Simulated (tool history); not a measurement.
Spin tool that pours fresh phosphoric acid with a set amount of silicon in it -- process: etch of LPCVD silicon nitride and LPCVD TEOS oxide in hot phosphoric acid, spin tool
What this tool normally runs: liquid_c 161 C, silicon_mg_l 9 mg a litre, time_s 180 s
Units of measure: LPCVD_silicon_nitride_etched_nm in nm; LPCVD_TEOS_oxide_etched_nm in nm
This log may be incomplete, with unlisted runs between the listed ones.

run,hour,liquid_c,silicon_mg_l,time_s,wafers since the last listed run,hours since the thermometer was replaced,hours since the dissolved silicon flow meter was replaced,hours since the heated supply line was repaired,hours since the gauge calibration,"read-back film thickness of the LPCVD silicon nitride reference wafer, read on the same gauge (nm)","read-back film thickness of the LPCVD TEOS oxide reference wafer, read on the same gauge (nm)",LPCVD_silicon_nitride_etched_nm,LPCVD_TEOS_oxide_etched_nm
1,0,161,9,180,0,577.5,74.4,2065.7,974,100.01,99.978,16.3,0.395
2,107.6,161,9,255,773,685.1,182,2173.3,1081.6,99.97,99.974,22.51,0.575
3,160,161,9,180,376,737.5,234.4,2225.7,1134,99.99,100.009,16.01,0.387
4,219,161,9,180,424,796.5,293.4,2284.7,1193,100,100.037,16.02,0.383
5,285.4,161,9,180,477,862.9,359.8,2351.1,1259.4,100,100.017,15.89,0.37
6,524,162.5,15,210,1715,1101.5,598.4,2589.7,1498,100,100.027,18.86,0.407
# hour 560.3: gauge calibrated
# hour 563: heated supply line repaired
7,614.4,161,9,180,642,1191.9,688.8,51.4,54.1,99.99,99.953,16.75,0.377
8,767,161.5,12.5,180,1097,1344.5,841.4,204,206.7,100.02,100.008,16.84,0.441
9,807.1,162.5,2.5,265,288,1384.6,881.5,244.1,246.8,100.05,100.038,25.44,0.796
10,857.3,160,6.5,80,361,1434.8,931.7,294.3,297,99.98,99.961,6.96,0.202
# hour 883.9: thermometer replaced
11,894.7,161,9,180,261,10.8,969.1,331.7,334.4,100.02,99.981,17.37,0.452
# hour 956.4: dissolved silicon flow meter replaced
12,958.5,158.5,2,240,451,74.6,2.1,395.5,398.2,100.02,99.942,21.24,0.591
13,1055,161,9,180,693,171.1,98.6,492,494.7,99.97,99.991,17.26,0.483
14,1135.5,161,9,180,578,251.6,179.1,572.5,575.2,100.03,100.02,17.05,0.468
15,1205.9,161,13.5,280,506,322,249.5,642.9,645.6,100.01,99.984,26.73,0.686
16,1248.4,159.5,3,255,305,364.5,292,685.4,688.1,100,100.005,23,0.656
17,1354.4,159,7,180,762,470.5,398,791.4,794.1,100.03,100.019,15.89,0.36
18,1423.8,162.5,9,75,499,539.9,467.4,860.8,863.5,100,100.001,7.36,0.2
19,1486.8,163.5,9,180,453,602.9,530.4,923.8,926.5,99.98,100.006,17.73,0.515
20,1529.9,161,14.5,115,309,646,573.5,966.9,969.6,100.01,100.01,10.51,0.252
21,1614.2,161,9,180,606,730.3,657.8,1051.2,1053.9,99.97,99.985,16.75,0.46

Predict each of these 5 candidate next runs independently; none follows another, all start after run 21:
A,1614.7,161,9,180,3,730.8,658.3,1051.7,1054.4,?,?,?,?
B,1614.7,160,9,180,3,730.8,658.3,1051.7,1054.4,?,?,?,?
C,1614.7,160,13.5,95,3,730.8,658.3,1051.7,1054.4,?,?,?,?
D,1614.7,161,4.5,125,3,730.8,658.3,1051.7,1054.4,?,?,?,?
E,1614.7,162,12,180,3,730.8,658.3,1051.7,1054.4,?,?,?,?

run,"read-back film thickness of the LPCVD silicon nitride reference wafer, read on the same gauge (nm)","read-back film thickness of the LPCVD TEOS oxide reference wafer, read on the same gauge (nm)",LPCVD_silicon_nitride_etched_nm,LPCVD_TEOS_oxide_etched_nm
A,100.03,99.958,16.14,0.4
B,100.03,99.958,15.61,0.371
C,100.03,99.958,8.24,0.177
D,100.03,99.958,11.21,0.305
E,100.03,99.958,16.7,0.402
Without the tool's unlogged condition, the same runs would have read:
run,LPCVD_silicon_nitride_etched_nm,LPCVD_TEOS_oxide_etched_nm
A,17.51,0.478
B,16.94,0.444
C,8.94,0.211
D,12.16,0.364
E,18.11,0.481

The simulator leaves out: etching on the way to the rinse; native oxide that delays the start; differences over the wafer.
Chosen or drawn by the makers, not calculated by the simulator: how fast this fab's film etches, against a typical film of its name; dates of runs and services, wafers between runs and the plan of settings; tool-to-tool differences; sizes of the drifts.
